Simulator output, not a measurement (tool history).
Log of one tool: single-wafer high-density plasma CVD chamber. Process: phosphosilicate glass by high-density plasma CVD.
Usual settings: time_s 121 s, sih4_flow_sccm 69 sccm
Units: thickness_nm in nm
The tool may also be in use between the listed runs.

| run | hour | time_s | sih4_flow_sccm | read-back reference wafer on the same gauge, thickness_nm | thickness_nm |
|---|---|---|---|---|---|
| 1 | 0 | 121 | 69 | 831.926 | 799.11 |
| 2 | 11.9 | 121 | 69 | 832.041 | 800.675 |
| 3 | 25.6 | 121 | 69 | 831.547 | 798.717 |
| 4 | 54.7 | 121 | 69 | 832.393 | 801.039 |
| 5 | 65.4 | 121 | 69 | 831.944 | 798.462 |
| 6 | 74.2 | 137 | 62 | 832.589 | 813.919 |
| 7 | 84.5 | 121 | 69 | 832.603 | 799.348 |
| 8 | 96.6 | 121 | 69 | 831.918 | 800.063 |
| 9 | 104.9 | 121 | 69 | 831.806 | 796.312 |
| 10 | 113.3 | 128 | 61 | 831.944 | 746.312 |
| 11 | 125.9 | 128 | 61 | 832.068 | 749.814 |
| 12 | 133.5 | 128 | 61 | 832.318 | 747.445 |
| 13 | 144.6 | 121 | 74 | 832.591 | 858.11 |
| 14 | 158.3 | 121 | 69 | 832.015 | 797.951 |
| 15 | 168.1 | 134 | 74 | 831.848 | 946.669 |
|  | 181.6 | silane flow controller replaced |
| 16 | 182.1 | 100 | 64 | 831.599 | 645.798 |
| 17 | 194.7 | 121 | 76 | 831.968 | 927.163 |
| 18 | 203.2 | 121 | 69 | 831.641 | 841.907 |
| 19 | 218.1 | 121 | 69 | 831.921 | 840.605 |
| 20 | 231.6 | 139 | 73 | 832.211 | 1018.809 |
| 21 | 245.8 | 121 | 81 | 831.849 | 988.657 |
| 22 | 263 | 134 | 78 | 832.019 | 1048.356 |
|  | 270.8 | gauge calibrated |
| 23 | 278.2 | 111 | 79 | 831.746 | 878.659 |
| 24 | 326.6 | 121 | 69 | 832.219 | 833.298 |
| 25 | 335 | 121 | 69 | 831.974 | 837.337 |
| 26 | 352.2 | 143 | 79 | 832.424 | 1124.392 |

4 ways to go on from here, each from the tool as it stands after run 26. What would each give?
| A | 352.6 | 121 | 69 | ? | ? |
| B | 352.6 | 98 | 59 | ? | ? |
| C | 352.6 | 102 | 64 | ? | ? |
| D | 352.6 | 121 | 62 | ? | ? |

| run | read-back reference wafer on the same gauge, thickness_nm | thickness_nm |
|---|---|---|
| A | 831.926 | 834.358 |
| B | 831.926 | 577.825 |
| C | 831.926 | 652.376 |
| D | 831.926 | 749.713 |
Without the tool's hidden state the same runs would have given:
| run | thickness_nm |
|---|---|
| A | 851.617 |
| B | 589.777 |
| C | 665.871 |
| D | 765.221 |
